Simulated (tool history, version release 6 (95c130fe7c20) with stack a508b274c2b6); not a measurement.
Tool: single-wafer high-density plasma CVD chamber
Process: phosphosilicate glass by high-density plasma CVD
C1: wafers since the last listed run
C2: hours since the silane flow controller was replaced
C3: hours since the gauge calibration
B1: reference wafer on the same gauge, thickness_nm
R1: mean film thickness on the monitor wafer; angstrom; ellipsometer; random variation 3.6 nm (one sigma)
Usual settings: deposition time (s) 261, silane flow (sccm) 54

run 1 hour=0.0 | deposition_time_(s)=261 silane_flow_(sccm)=54 | C1=0 C2=3509.9 C3=1519.6 | B1=1259.799 | R1=15254.61
run 2 hour=100.4 | deposition_time_(s)=261 silane_flow_(sccm)=59 | C1=470 C2=3610.3 C3=1620.0 | B1=1260.502 | R1=16486.75
run 3 hour=199.4 | deposition_time_(s)=261 silane_flow_(sccm)=59 | C1=464 C2=3709.3 C3=1719.0 | B1=1259.910 | R1=16504.21
run 4 hour=299.8 | deposition_time_(s)=261 silane_flow_(sccm)=54 | C1=470 C2=3809.7 C3=1819.4 | B1=1259.894 | R1=15264.96
run 5 hour=380.3 | deposition_time_(s)=261 silane_flow_(sccm)=54 | C1=377 C2=3890.2 C3=1899.9 | B1=1258.837 | R1=15287.17
run 6 hour=459.8 | deposition_time_(s)=261 silane_flow_(sccm)=54 | C1=372 C2=3969.7 C3=1979.4 | B1=1259.410 | R1=15346.76
run 7 hour=521.7 | deposition_time_(s)=261 silane_flow_(sccm)=54 | C1=290 C2=4031.6 C3=2041.3 | B1=1258.507 | R1=15313.14
run 8 hour=599.6 | deposition_time_(s)=261 silane_flow_(sccm)=54 | C1=365 C2=4109.5 C3=2119.2 | B1=1260.313 | R1=15358.59
run 9 hour=706.7 | deposition_time_(s)=261 silane_flow_(sccm)=54 | C1=502 C2=4216.6 C3=2226.3 | B1=1261.442 | R1=15281.78
run 10 hour=801.7 | deposition_time_(s)=290 silane_flow_(sccm)=52 | C1=445 C2=4311.6 C3=2321.3 | B1=1260.913 | R1=16479.61
run 11 hour=877.7 | deposition_time_(s)=290 silane_flow_(sccm)=52 | C1=356 C2=4387.6 C3=2397.3 | B1=1259.795 | R1=16483.88
run 12 hour=976.0 | deposition_time_(s)=290 silane_flow_(sccm)=52 | C1=461 C2=4485.9 C3=2495.6 | B1=1260.296 | R1=16490.65
-- hour=999.2 gauge calibrated
-- hour=1216.6 silane flow controller replaced
run 13 hour=1255.7 | deposition_time_(s)=261 silane_flow_(sccm)=48 | C1=1274 C2=39.1 C3=256.5 | B1=1259.603 | R1=14308.77
run 14 hour=1337.2 | deposition_time_(s)=307 silane_flow_(sccm)=57 | C1=382 C2=120.6 C3=338.0 | B1=1260.705 | R1=19303.73
run 15 hour=1425.2 | deposition_time_(s)=283 silane_flow_(sccm)=51 | C1=412 C2=208.6 C3=426.0 | B1=1259.975 | R1=16349.47
run 16 hour=1496.6 | deposition_time_(s)=216 silane_flow_(sccm)=49 | C1=334 C2=280.0 C3=497.4 | B1=1260.163 | R1=12007.10
run 17 hour=1536.3 | deposition_time_(s)=243 silane_flow_(sccm)=63 | C1=186 C2=319.7 C3=537.1 | B1=1259.482 | R1=16665.96
run 18 hour=1623.1 | deposition_time_(s)=222 silane_flow_(sccm)=50 | C1=407 C2=406.5 C3=623.9 | B1=1258.828 | R1=12518.92
run 19 hour=1662.6 | deposition_time_(s)=312 silane_flow_(sccm)=57 | C1=185 C2=446.0 C3=663.4 | B1=1259.254 | R1=19557.74
run 20 hour=1715.5 | deposition_time_(s)=261 silane_flow_(sccm)=54 | C1=248 C2=498.9 C3=716.3 | B1=1259.789 | R1=15634.85
run 21 hour=1786.1 | deposition_time_(s)=261 silane_flow_(sccm)=45 | C1=331 C2=569.5 C3=786.9 | B1=1258.764 | R1=13474.21
run 22 hour=1861.7 | deposition_time_(s)=238 silane_flow_(sccm)=60 | C1=354 C2=645.1 C3=862.5 | B1=1259.680 | R1=15582.10
run 23 hour=1931.4 | deposition_time_(s)=261 silane_flow_(sccm)=54 | C1=326 C2=714.8 C3=932.2 | B1=1260.279 | R1=15646.84
run 24 hour=1975.5 | deposition_time_(s)=261 silane_flow_(sccm)=44 | C1=206 C2=758.9 C3=976.3 | B1=1260.980 | R1=13234.16
run 25 hour=2059.0 | deposition_time_(s)=298 silane_flow_(sccm)=54 | C1=391 C2=842.4 C3=1059.8 | B1=1259.926 | R1=17816.41
run 26 hour=2123.1 | deposition_time_(s)=261 silane_flow_(sccm)=58 | C1=300 C2=906.5 C3=1123.9 | B1=1259.357 | R1=16525.30

3 ways to go on from here, each from the tool as it stands after run 26. What would each give?
run A hour=2123.6 | deposition_time_(s)=261 silane_flow_(sccm)=54 | C1=2 C2=907.0 C3=1124.4 | B1=? | R1=?
run B hour=2123.6 | deposition_time_(s)=300 silane_flow_(sccm)=54 | C1=2 C2=907.0 C3=1124.4 | B1=? | R1=?
run C hour=2123.6 | deposition_time_(s)=299 silane_flow_(sccm)=57 | C1=2 C2=907.0 C3=1124.4 | B1=? | R1=?

run=A B1=1260.010 R1=15595.06
run=B B1=1260.010 R1=17925.35
run=C B1=1260.010 R1=18691.64
Without the tool's hidden state the same runs would have given:
run=A R1=15711.09
run=B R1=18058.73
run=C R1=18830.72
